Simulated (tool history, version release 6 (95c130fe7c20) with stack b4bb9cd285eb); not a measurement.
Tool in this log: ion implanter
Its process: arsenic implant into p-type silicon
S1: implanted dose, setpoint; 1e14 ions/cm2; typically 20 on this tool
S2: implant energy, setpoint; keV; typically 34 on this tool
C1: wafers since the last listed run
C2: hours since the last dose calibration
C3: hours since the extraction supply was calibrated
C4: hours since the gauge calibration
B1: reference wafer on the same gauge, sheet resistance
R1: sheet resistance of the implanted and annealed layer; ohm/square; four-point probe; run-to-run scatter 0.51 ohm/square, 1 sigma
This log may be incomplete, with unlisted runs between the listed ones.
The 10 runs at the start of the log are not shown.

| run | day | S1 | S2 | C1 | C2 | C3 | C4 | B1 | R1 |
|---|---|---|---|---|---|---|---|---|---|
| 11 | 5.092 | 20 | 34 | 24 | 2.6 | 4685.5 | 2.3 | 88.15 | 84.65 |
| 12 | 5.396 | 20 | 34 | 86 | 9.9 | 4692.8 | 9.6 | 88.22 | 84.71 |
| 13 | 5.812 | 20 | 34 | 118 | 19.9 | 4702.8 | 19.6 | 88.19 | 84.94 |
| 14 | 6.079 | 20 | 34 | 75 | 26.3 | 4709.2 | 26 | 88 | 85.4 |
| 15 | 6.388 | 20 | 34 | 87 | 33.7 | 4716.6 | 33.4 | 88.18 | 84.98 |
| 16 | 6.958 | 20 | 34 | 162 | 47.4 | 4730.3 | 47.1 | 88.17 | 84.7 |
| 17 | 7.442 | 23.15 | 34 | 137 | 59 | 4741.9 | 58.7 | 88.05 | 81.54 |
| 18 | 7.8 | 20 | 40.5 | 101 | 67.6 | 4750.5 | 67.3 | 88.24 | 79.31 |
| 19 | 8.254 | 15.93 | 23 | 129 | 78.5 | 4761.4 | 78.2 | 88.1 | 104.5 |
| 20 | 8.754 | 20 | 34 | 142 | 90.5 | 4773.4 | 90.2 | 88.03 | 84.71 |
| 21 | 9.267 | 23.22 | 39.5 | 145 | 102.8 | 4785.7 | 102.5 | 87.96 | 76.77 |
|  | 9.871 | extraction supply calibrated |
| 22 | 9.892 | 22.99 | 30.5 | 83 | 117.8 | 0.5 | 117.5 | 88.17 | 86.34 |
| 23 | 10.346 | 24.81 | 31 | 129 | 128.7 | 11.4 | 128.4 | 88.2 | 84.12 |
| 24 | 10.683 | 16.14 | 34 | 96 | 136.8 | 19.5 | 136.5 | 88.19 | 91.25 |
| 25 | 11.146 | 15.64 | 42 | 131 | 147.9 | 30.6 | 147.6 | 88.17 | 85.52 |
| 26 | 11.862 | 23.01 | 34 | 203 | 165.1 | 47.8 | 164.8 | 88.29 | 82.93 |
| 27 | 12.467 | 23.97 | 26.5 | 171 | 179.6 | 62.3 | 179.3 | 88.2 | 88.64 |
| 28 | 12.792 | 20 | 34 | 92 | 187.4 | 70.1 | 187.1 | 88.41 | 84.5 |
| 29 | 13.317 | 16.41 | 23.5 | 149 | 200 | 82.7 | 199.7 | 88.13 | 101.65 |
| 30 | 14.029 | 21.95 | 34 | 202 | 217.1 | 99.8 | 216.8 | 88.46 | 84.25 |
| 31 | 14.458 | 23.15 | 34 | 122 | 227.4 | 110.1 | 227.1 | 88.26 | 82 |

4 options for the next run, each taken on its own from the tool as it stands now. Forecast them:
| A | 14.475 | 20 | 34 | 4 | 227.8 | 110.5 | 227.5 | ? | ? |
| B | 14.475 | 20 | 28.5 | 4 | 227.8 | 110.5 | 227.5 | ? | ? |
| C | 14.475 | 23.6 | 40 | 4 | 227.8 | 110.5 | 227.5 | ? | ? |
| D | 14.475 | 16.93 | 25 | 4 | 227.8 | 110.5 | 227.5 | ? | ? |

| run | B1 | R1 |
|---|---|---|
| A | 88.21 | 84.47 |
| B | 88.21 | 90.26 |
| C | 88.21 | 75.59 |
| D | 88.21 | 98.74 |
The same runs, with their run-to-run variation unchanged, on a tool lacking any hidden condition would have given:
| run | R1 |
|---|---|
| A | 84.47 |
| B | 90.26 |
| C | 75.59 |
| D | 98.74 |
